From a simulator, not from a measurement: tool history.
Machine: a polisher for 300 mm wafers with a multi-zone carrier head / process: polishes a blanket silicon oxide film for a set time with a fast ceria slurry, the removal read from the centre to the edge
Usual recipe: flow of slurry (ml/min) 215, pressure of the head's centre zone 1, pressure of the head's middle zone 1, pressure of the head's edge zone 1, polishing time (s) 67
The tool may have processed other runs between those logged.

run     day  flow of slurry (ml/min)  pressure of the head's centre zone  pressure of the head's middle zone  pressure of the head's edge zone  polishing time (s)  wafers since the last listed run  wafers polished on this pad  hours since the slurry nozzle was cleaned  hours since the centre zone pressure was calibrated  hours since the edge zone pressure was calibrated  hours since the carrier head's membrane was replaced  incoming thickness of the incoming film, nm  film removed at the wafer's centre (Å)  film removed at mid-radius (Å)  film removed at the wafer's edge (Å)
  1       0                      215                                   1                                   1                                 1                  67                                 0                         4646                                      361.7                                                396.4                                              979.6                                                 652.9                                       3388.1                                    7458                            7275                                  7442
      1.462  -- worn pad replaced by a new one
  2   4.275                      215                                   1                                   1                                 1                  67                              1112                          761                                      464.3                                                  499                                             1082.2                                                 755.5                                       3461.9                                    7907                            7634                                  8068
  3   7.083                      215                                   1                                   1                                 1                  67                               760                         1521                                      531.7                                                566.4                                             1149.6                                                 822.9                                       3445.1                                    7495                            7389                                  7593
      7.733  -- edge zone pressure recalibrated
      9.383  -- slurry nozzle cleaned
  4     9.6                      215                                   1                                   1                                 1                  67                               647                         2168                                        5.2                                                626.8                                               44.8                                                 883.3                                       3460.8                                    7917                            7694                                  7961
  5  13.179                      215                                   1                                   1                              1.05                  67                               968                         3137                                       91.1                                                712.7                                              130.7                                                 969.2                                       3480.6                                    7786                            7647                                  7914
  6  16.208                      215                                   1                                   1                              1.05                  67                               820                         3957                                      163.8                                                785.4                                              203.4                                                1041.9                                       3502.3                                    7779                            7477                                  7855
  7  19.112                      215                                   1                                   1                              1.05                  67                               786                         4744                                      233.5                                                855.1                                              273.1                                                1111.6                                       3511.1                                    7720                            7491                                  7802
      19.85  -- worn pad replaced by a new one
  8  22.783                      215                                   1                                1.09                              1.08                  51                               948                          794                                      321.6                                                943.2                                              361.2                                                1199.7                                       3450.9                                    6182                            6259                                  6344
  9   26.45                      215                                   1                                   1                                 1                  67                               992                         1787                                      409.6                                               1031.2                                              449.2                                                1287.7                                       3403.6                                    7801                            7679                                  7725
 10  29.558                      215                                1.11                                0.95                                 1                  67                               841                         2628                                      484.2                                               1105.8                                              523.8                                                1362.3                                       3514.4                                    8368                            7181                                  7587
     30.083  -- slurry nozzle cleaned
      31.65  -- carrier head's membrane replaced by a new one
 11  32.146                      215                                1.09                                1.11                                 1                  67                               632                         3261                                       49.5                                               1167.9                                              585.9                                                  11.9                                       3493.6                                    8404                            7972                                  7701
 12  34.942                      215                                   1                                   1                              1.11                  67                               756                         4018                                      116.6                                                 1235                                                653                                                    79                                       3509.5                                    7714                            7604                                  8104
 13  38.104                      215                                   1                                   1                              1.04                  67                               856                         4874                                      192.5                                               1310.9                                              728.9                                                 154.9                                       3445.6                                    7610                            7481                                  7803
     38.746  -- worn pad replaced by a new one
 14  39.992                      215                                   1                                   1                                 1                  67                               465                          337                                      237.8                                               1356.2                                              774.2                                                 200.2                                         3438                                    8201                            8139                                  8252
 15  42.029                      215                                   1                                1.06                              0.93                  59                               551                          888                                      286.7                                               1405.1                                              823.1                                                 249.1                                       3472.2                                    6977                            7107                                  6767
 16  45.221                      215                                1.03                                0.89                              0.96                  90                               864                         1752                                      363.3                                               1481.7                                              899.7                                                 325.7                                       3532.9                                   10606                            9296                                 10232
 17  46.846                      165                                1.03                                   1                              0.89                  67                               439                         2192                                      402.3                                               1520.7                                              938.7                                                 364.7                                       3506.6                                    7432                            7065                                  7025
 18  48.692                      215                                   1                                   1                                 1                  67                               499                         2692                                      446.6                                                 1565                                                983                                                   409                                       3424.2                                    7434                            7173                                  7487
     49.367  -- centre zone pressure recalibrated
     49.604  -- edge zone pressure recalibrated
     52.342  -- slurry nozzle cleaned
     57.804  -- worn pad replaced by a new one
 19  58.083                      215                                 1.1                                1.07                              0.95                  49                              2440                           75                                      137.8                                                209.2                                              203.5                                                 634.4                                         3433                                    6976                            6293                                  6194
 20  61.821                      215                                0.89                                   1                                 1                  67                              1011                         1087                                      227.5                                                298.9                                              293.2                                                 724.1                                       3436.9                                    7235                            7684                                  8033
 21  64.504                      215                                   1                                   1                                 1                  67                               726                         1813                                      291.9                                                363.3                                              357.6                                                 788.5                                       3507.3                                    7867                            7591                                  7783
 22  66.992                      160                                   1                                   1                              1.04                  67                               673                         2486                                      351.6                                                  423                                              417.3                                                 848.2                                         3442                                    7276                            7072                                  7584

Alternative continuations, all from the tool just after run 22; predict every row:
  A  67.008                      215                                   1                                   1                                 1                  67                                 4                         2491                                        352                                                423.4                                              417.7                                                 848.6                                       3433.2                                       ?                               ?                                     ?
  B  67.008                      215                                0.91                                1.06                                 1                  67                                 4                         2491                                        352                                                423.4                                              417.7                                                 848.6                                       3433.2                                       ?                               ?                                     ?
  C  67.008                      140                                0.96                                 1.1                                 1                  82                                 4                         2491                                        352                                                423.4                                              417.7                                                 848.6                                       3433.2                                       ?                               ?                                     ?
  D  67.008                      215                                   1                                   1                                 1                  80                                 4                         2491                                        352                                                423.4                                              417.7                                                 848.6                                       3433.2                                       ?                               ?                                     ?

run  film removed at the wafer's centre (Å)  film removed at mid-radius (Å)  film removed at the wafer's edge (Å)
  A                                    7797                            7402                                  7740
  B                                    7093                            7708                                  7735
  C                                    8487                            9039                                  9008
  D                                    9310                            8838                                  9241
The same runs, with their run-to-run variation unchanged, on a tool lacking any hidden condition would have given:
run  film removed at the wafer's centre (Å)  film removed at mid-radius (Å)  film removed at the wafer's edge (Å)
  A                                    8962                            8486                                  8822
  B                                    8152                            8836                                  8816
  C                                    9861                           10460                                 10329
  D                                   10701                           10132                                 10533
